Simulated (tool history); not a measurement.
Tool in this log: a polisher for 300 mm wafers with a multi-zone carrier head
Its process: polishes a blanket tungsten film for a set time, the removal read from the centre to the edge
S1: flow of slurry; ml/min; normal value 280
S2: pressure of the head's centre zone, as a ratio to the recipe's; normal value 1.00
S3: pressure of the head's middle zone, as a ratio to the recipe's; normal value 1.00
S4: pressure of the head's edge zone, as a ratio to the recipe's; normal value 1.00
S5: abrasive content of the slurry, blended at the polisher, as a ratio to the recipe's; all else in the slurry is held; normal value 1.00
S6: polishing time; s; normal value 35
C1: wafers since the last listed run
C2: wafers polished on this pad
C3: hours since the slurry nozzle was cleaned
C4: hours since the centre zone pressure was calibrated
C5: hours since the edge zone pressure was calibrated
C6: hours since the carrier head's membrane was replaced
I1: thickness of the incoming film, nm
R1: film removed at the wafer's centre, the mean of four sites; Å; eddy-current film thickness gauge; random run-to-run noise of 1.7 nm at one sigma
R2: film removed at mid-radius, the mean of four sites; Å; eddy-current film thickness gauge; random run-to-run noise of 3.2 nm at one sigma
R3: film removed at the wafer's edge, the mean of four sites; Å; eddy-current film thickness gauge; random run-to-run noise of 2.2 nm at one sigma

Run 1, hour 0.0: usual settings but S3 1.03, S5 1.25; C1 0; C2 735; C3 83.1; C4 896.4; C5 822.8; C6 1371.8; I1 646.3. Result: R1 2034 Å, R2 2067 Å, R3 1979 Å.
At hour 3.9: worn pad replaced by a new one.
Run 2, hour 13.8: usual settings but S3 1.03, S5 1.25; C1 89; C2 89; C3 96.9; C4 910.2; C5 836.6; C6 1385.6; I1 645.2. Result: R1 2173 Å, R2 2153 Å, R3 2164 Å.
Run 3, hour 38.8: usual settings but S3 1.06, S5 0.80; C1 226; C2 316; C3 121.9; C4 935.2; C5 861.6; C6 1410.6; I1 658.3. Result: R1 1902 Å, R2 1964 Å, R3 1875 Å.
Run 4, hour 60.3: usual settings but S3 1.06, S5 0.80; C1 195; C2 511; C3 143.4; C4 956.7; C5 883.1; C6 1432.1; I1 641.7. Result: R1 1864 Å, R2 1933 Å, R3 1834 Å.
Run 5, hour 74.9: usual settings but S3 1.06, S5 0.80; C1 132; C2 644; C3 158.0; C4 971.3; C5 897.7; C6 1446.7; I1 647.9. Result: R1 1842 Å, R2 1936 Å, R3 1837 Å.
At hour 95.5: worn pad replaced by a new one.
Run 6, hour 96.0: usual settings; C1 155; C2 4; C3 179.1; C4 992.4; C5 918.8; C6 1467.8; I1 659.9. Result: R1 2163 Å, R2 2141 Å, R3 2107 Å.
Run 7, hour 113.6: usual settings; C1 159; C2 164; C3 196.7; C4 1010.0; C5 936.4; C6 1485.4; I1 647.9. Result: R1 2068 Å, R2 2032 Å, R3 2065 Å.
Run 8, hour 128.3: usual settings; C1 133; C2 297; C3 211.4; C4 1024.7; C5 951.1; C6 1500.1; I1 651.9. Result: R1 1996 Å, R2 2007 Å, R3 1965 Å.
Run 9, hour 146.3: usual settings; C1 163; C2 460; C3 229.4; C4 1042.7; C5 969.1; C6 1518.1; I1 657.2. Result: R1 1991 Å, R2 1991 Å, R3 1949 Å.
At hour 160.4: edge zone pressure recalibrated.
Run 10, hour 166.5: usual settings; C1 165; C2 626; C3 249.6; C4 1062.9; C5 6.1; C6 1538.3; I1 649.4. Result: R1 1949 Å, R2 1901 Å, R3 1928 Å.
At hour 169.4: slurry nozzle cleaned.
At hour 177.1: worn pad replaced by a new one.
At hour 199.2: carrier head's membrane replaced by a new one.
Run 11, hour 200.2: usual settings; C1 215; C2 164; C3 30.8; C4 1096.6; C5 39.8; C6 1.0; I1 638.4. Result: R1 2016 Å, R2 1982 Å, R3 2011 Å.
Run 12, hour 226.4: usual settings but S4 1.08, S5 1.10, S6 29 s; C1 237; C2 402; C3 57.0; C4 1122.8; C5 66.0; C6 27.2; I1 643.5. Result: R1 1664 Å, R2 1624 Å, R3 1674 Å.
Run 13, hour 241.7: usual settings but S2 1.12, S3 0.93; C1 138; C2 541; C3 72.3; C4 1138.1; C5 81.3; C6 42.5; I1 664.3. Result: R1 2169 Å, R2 1810 Å, R3 1910 Å.
At hour 264.8: worn pad replaced by a new one.
Run 14, hour 265.3: usual settings but S3 0.96, S4 0.90, S5 1.25, S6 43 s; C1 177; C2 4; C3 95.9; C4 1161.7; C5 104.9; C6 66.1; I1 652.1. Result: R1 2806 Å, R2 2630 Å, R3 2668 Å.
At hour 274.4: centre zone pressure recalibrated.
Run 15, hour 298.5: usual settings but S1 245 ml/min; C1 283; C2 287; C3 129.1; C4 24.1; C5 138.1; C6 99.3; I1 649.7. Result: R1 2012 Å, R2 1975 Å, R3 1976 Å.
Run 16, hour 312.7: usual settings but S2 1.12, S3 0.93; C1 128; C2 416; C3 143.3; C4 38.3; C5 152.3; C6 113.5; I1 638.0. Result: R1 2225 Å, R2 1861 Å, R3 1953 Å.
Run 17, hour 326.9: usual settings but S1 200 ml/min, S4 0.96, S6 32 s; C1 128; C2 545; C3 157.5; C4 52.5; C5 166.5; C6 127.7; I1 647.3. Result: R1 1753 Å, R2 1721 Å, R3 1686 Å.
At hour 341.0: worn pad replaced by a new one.
Run 18, hour 362.0: usual settings but S1 240 ml/min, S2 0.93, S5 1.25, S6 45 s; C1 282; C2 190; C3 192.6; C4 87.6; C5 201.6; C6 162.8; I1 653.7. Result: R1 2572 Å, R2 2734 Å, R3 2693 Å.
Run 19, hour 379.7: usual settings but S2 0.91, S5 0.75, S6 27 s; C1 160; C2 351; C3 210.3; C4 105.3; C5 219.3; C6 180.5; I1 652.0. Result: R1 1334 Å, R2 1456 Å, R3 1430 Å.
Run 20, hour 404.1: usual settings but S4 0.90; C1 221; C2 572; C3 234.7; C4 129.7; C5 243.7; C6 204.9; I1 639.8. Result: R1 1973 Å, R2 1955 Å, R3 1841 Å.

Forecast each of these 3 alternatives for the next run:
Run A, hour 404.5: usual settings; C1 3; C2 576; C3 235.1; C4 130.1; C5 244.1; C6 205.3; I1 652.6. Result: R1 ?, R2 ?, R3 ?.
Run B, hour 404.5: usual settings but S3 1.05; C1 3; C2 576; C3 235.1; C4 130.1; C5 244.1; C6 205.3; I1 652.6. Result: R1 ?, R2 ?, R3 ?.
Run C, hour 404.5: usual settings but S4 1.11, S6 38 s; C1 3; C2 576; C3 235.1; C4 130.1; C5 244.1; C6 205.3; I1 652.6. Result: R1 ?, R2 ?, R3 ?.

run    R1    R2    R3
  A  1957  1920  1940
  B  1957  2001  1939
  C  2125  2084  2218
Without the tool's unlogged condition, the same runs would have read:
run    R1    R2    R3
  A  2162  2121  2143
  B  2163  2210  2142
  C  2347  2302  2450
